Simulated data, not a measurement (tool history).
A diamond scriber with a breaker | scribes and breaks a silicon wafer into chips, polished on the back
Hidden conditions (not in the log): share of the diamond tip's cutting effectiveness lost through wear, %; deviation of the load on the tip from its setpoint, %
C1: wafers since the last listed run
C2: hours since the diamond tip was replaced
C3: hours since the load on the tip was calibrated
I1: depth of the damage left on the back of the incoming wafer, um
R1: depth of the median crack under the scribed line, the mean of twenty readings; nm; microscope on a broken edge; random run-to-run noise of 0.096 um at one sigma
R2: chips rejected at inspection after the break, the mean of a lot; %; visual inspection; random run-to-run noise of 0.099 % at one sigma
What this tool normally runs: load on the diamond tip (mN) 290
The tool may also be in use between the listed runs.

{"run": 1, "hour": 0.0, "load on the diamond tip (mN)": 290, "C1": 0, "C2": 170.8, "C3": 756.9, "I1": 0.03, "R1": 10970, "R2": 1.84}
{"run": 2, "hour": 59.4, "load on the diamond tip (mN)": 290, "C1": 238, "C2": 230.2, "C3": 816.3, "I1": 0.02, "R1": 10860, "R2": 1.66}
{"run": 3, "hour": 127.4, "load on the diamond tip (mN)": 290, "C1": 273, "C2": 298.2, "C3": 884.3, "I1": 0.02, "R1": 10810, "R2": 2.03}
{"run": 4, "hour": 155.1, "load on the diamond tip (mN)": 264, "C1": 111, "C2": 325.9, "C3": 912.0, "I1": 0.05, "R1": 10150, "R2": 3.29}
{"run": 5, "hour": 183.5, "load on the diamond tip (mN)": 264, "C1": 114, "C2": 354.3, "C3": 940.4, "I1": 0.03, "R1": 10180, "R2": 3.64}
{"hour": 194.1, "done": "diamond tip replaced by a new one"}
{"run": 6, "hour": 210.7, "load on the diamond tip (mN)": 264, "C1": 101, "C2": 16.6, "C3": 967.6, "I1": 0.03, "R1": 10140, "R2": 3.54}
{"run": 7, "hour": 248.2, "load on the diamond tip (mN)": 290, "C1": 150, "C2": 54.1, "C3": 1005.1, "I1": 0.03, "R1": 10600, "R2": 1.98}
{"run": 8, "hour": 309.3, "load on the diamond tip (mN)": 290, "C1": 245, "C2": 115.2, "C3": 1066.2, "I1": 0.03, "R1": 10780, "R2": 2.13}
{"run": 9, "hour": 368.0, "load on the diamond tip (mN)": 290, "C1": 235, "C2": 173.9, "C3": 1124.9, "I1": 0.01, "R1": 10580, "R2": 2.05}
{"run": 10, "hour": 401.0, "load on the diamond tip (mN)": 261, "C1": 132, "C2": 206.9, "C3": 1157.9, "I1": 0.03, "R1": 10030, "R2": 4.01}
{"run": 11, "hour": 452.5, "load on the diamond tip (mN)": 261, "C1": 207, "C2": 258.4, "C3": 1209.4, "I1": 0.04, "R1": 9920, "R2": 4.13}
{"run": 12, "hour": 492.8, "load on the diamond tip (mN)": 290, "C1": 162, "C2": 298.7, "C3": 1249.7, "I1": 0.01, "R1": 10520, "R2": 2.08}
{"run": 13, "hour": 518.3, "load on the diamond tip (mN)": 290, "C1": 102, "C2": 324.2, "C3": 1275.2, "I1": 0.01, "R1": 10500, "R2": 2.35}
{"run": 14, "hour": 546.7, "load on the diamond tip (mN)": 290, "C1": 114, "C2": 352.6, "C3": 1303.6, "I1": 0.03, "R1": 10740, "R2": 2.21}
{"hour": 572.0, "done": "diamond tip replaced by a new one"}
{"run": 15, "hour": 580.7, "load on the diamond tip (mN)": 290, "C1": 128, "C2": 8.7, "C3": 1337.6, "I1": 0.04, "R1": 10370, "R2": 2.11}
{"run": 16, "hour": 609.6, "load on the diamond tip (mN)": 353, "C1": 116, "C2": 37.6, "C3": 1366.5, "I1": 0.02, "R1": 11960, "R2": 2.08}
{"run": 17, "hour": 680.8, "load on the diamond tip (mN)": 353, "C1": 286, "C2": 108.8, "C3": 1437.7, "I1": 0.02, "R1": 11840, "R2": 1.9}
{"run": 18, "hour": 721.6, "load on the diamond tip (mN)": 353, "C1": 164, "C2": 149.6, "C3": 1478.5, "I1": 0.04, "R1": 11920, "R2": 1.88}
{"hour": 776.7, "done": "load on the tip recalibrated"}
{"run": 19, "hour": 792.8, "load on the diamond tip (mN)": 290, "C1": 278, "C2": 220.8, "C3": 16.1, "I1": 0.04, "R1": 11460, "R2": 1.64}
{"run": 20, "hour": 830.2, "load on the diamond tip (mN)": 290, "C1": 150, "C2": 258.2, "C3": 53.5, "I1": 0.03, "R1": 11290, "R2": 1.66}
{"run": 21, "hour": 893.3, "load on the diamond tip (mN)": 247, "C1": 253, "C2": 321.3, "C3": 116.6, "I1": 0.04, "R1": 10210, "R2": 3.54}
{"hour": 909.3, "done": "diamond tip replaced by a new one"}
{"run": 22, "hour": 920.4, "load on the diamond tip (mN)": 290, "C1": 100, "C2": 11.1, "C3": 143.7, "I1": 0.05, "R1": 11360, "R2": 1.62}
{"run": 23, "hour": 951.3, "load on the diamond tip (mN)": 349, "C1": 124, "C2": 42.0, "C3": 174.6, "I1": 0.03, "R1": 12620, "R2": 3.65}
{"run": 24, "hour": 1015.5, "load on the diamond tip (mN)": 252, "C1": 258, "C2": 106.2, "C3": 238.8, "I1": 0.03, "R1": 10250, "R2": 2.89}
{"run": 25, "hour": 1109.6, "load on the diamond tip (mN)": 349, "C1": 378, "C2": 200.3, "C3": 332.9, "I1": 0.04, "R1": 12690, "R2": 3.34}
{"run": 26, "hour": 1180.4, "load on the diamond tip (mN)": 359, "C1": 284, "C2": 271.1, "C3": 403.7, "I1": 0.01, "R1": 12990, "R2": 3.82}
{"run": 27, "hour": 1213.8, "load on the diamond tip (mN)": 343, "C1": 134, "C2": 304.5, "C3": 437.1, "I1": 0.03, "R1": 12520, "R2": 2.98}
{"hour": 1219.2, "done": "diamond tip replaced by a new one"}
{"run": 28, "hour": 1285.2, "load on the diamond tip (mN)": 290, "C1": 278, "C2": 66.0, "C3": 508.5, "I1": 0.02, "R1": 11140, "R2": 1.63}
{"run": 29, "hour": 1388.8, "load on the diamond tip (mN)": 208, "C1": 416, "C2": 169.6, "C3": 612.1, "I1": 0.02, "R1": 8790, "R2": 10.67}
{"run": 30, "hour": 1438.4, "load on the diamond tip (mN)": 317, "C1": 199, "C2": 219.2, "C3": 661.7, "I1": 0.02, "R1": 11650, "R2": 1.6}
{"run": 31, "hour": 1508.5, "load on the diamond tip (mN)": 267, "C1": 281, "C2": 289.3, "C3": 731.8, "I1": 0.01, "R1": 10320, "R2": 2.76}
{"run": 32, "hour": 1557.9, "load on the diamond tip (mN)": 370, "C1": 198, "C2": 338.7, "C3": 781.2, "I1": 0.05, "R1": 12870, "R2": 3.8}
{"hour": 1567.5, "done": "diamond tip replaced by a new one"}
{"run": 33, "hour": 1595.5, "load on the diamond tip (mN)": 322, "C1": 143, "C2": 28.0, "C3": 818.8, "I1": 0.04, "R1": 11660, "R2": 1.61}
{"run": 34, "hour": 1648.5, "load on the diamond tip (mN)": 340, "C1": 213, "C2": 81.0, "C3": 871.8, "I1": 0.03, "R1": 12190, "R2": 1.89}
{"run": 35, "hour": 1680.4, "load on the diamond tip (mN)": 357, "C1": 128, "C2": 112.9, "C3": 903.7, "I1": 0.02, "R1": 12580, "R2": 2.71}
{"run": 36, "hour": 1712.5, "load on the diamond tip (mN)": 324, "C1": 129, "C2": 145.0, "C3": 935.8, "I1": 0.03, "R1": 11590, "R2": 1.64}
{"run": 37, "hour": 1758.6, "load on the diamond tip (mN)": 334, "C1": 185, "C2": 191.1, "C3": 981.9, "I1": 0.05, "R1": 11860, "R2": 1.81}
{"run": 38, "hour": 1784.4, "load on the diamond tip (mN)": 316, "C1": 103, "C2": 216.9, "C3": 1007.7, "I1": 0.05, "R1": 11420, "R2": 1.53}
{"run": 39, "hour": 1810.9, "load on the diamond tip (mN)": 290, "C1": 106, "C2": 243.4, "C3": 1034.2, "I1": 0.02, "R1": 10580, "R2": 1.88}

Below are 3 alternative next runs, each starting from the tool's condition after run 39. Predict each:
{"run": "A", "hour": 1811.4, "load on the diamond tip (mN)": 290, "C1": 2, "C2": 243.9, "C3": 1034.7, "I1": 0.02, "R1": "?", "R2": "?"}
{"run": "B", "hour": 1811.4, "load on the diamond tip (mN)": 313, "C1": 2, "C2": 243.9, "C3": 1034.7, "I1": 0.02, "R1": "?", "R2": "?"}
{"run": "C", "hour": 1811.4, "load on the diamond tip (mN)": 332, "C1": 2, "C2": 243.9, "C3": 1034.7, "I1": 0.02, "R1": "?", "R2": "?"}

run=A R1=10730 R2=1.91
run=B R1=11300 R2=1.55
run=C R1=11760 R2=1.78
The same runs, with their run-to-run variation unchanged, on a tool lacking any hidden condition would have given:
run=A R1=11290 R2=1.55
run=B R1=11890 R2=1.92
run=C R1=12370 R2=2.71
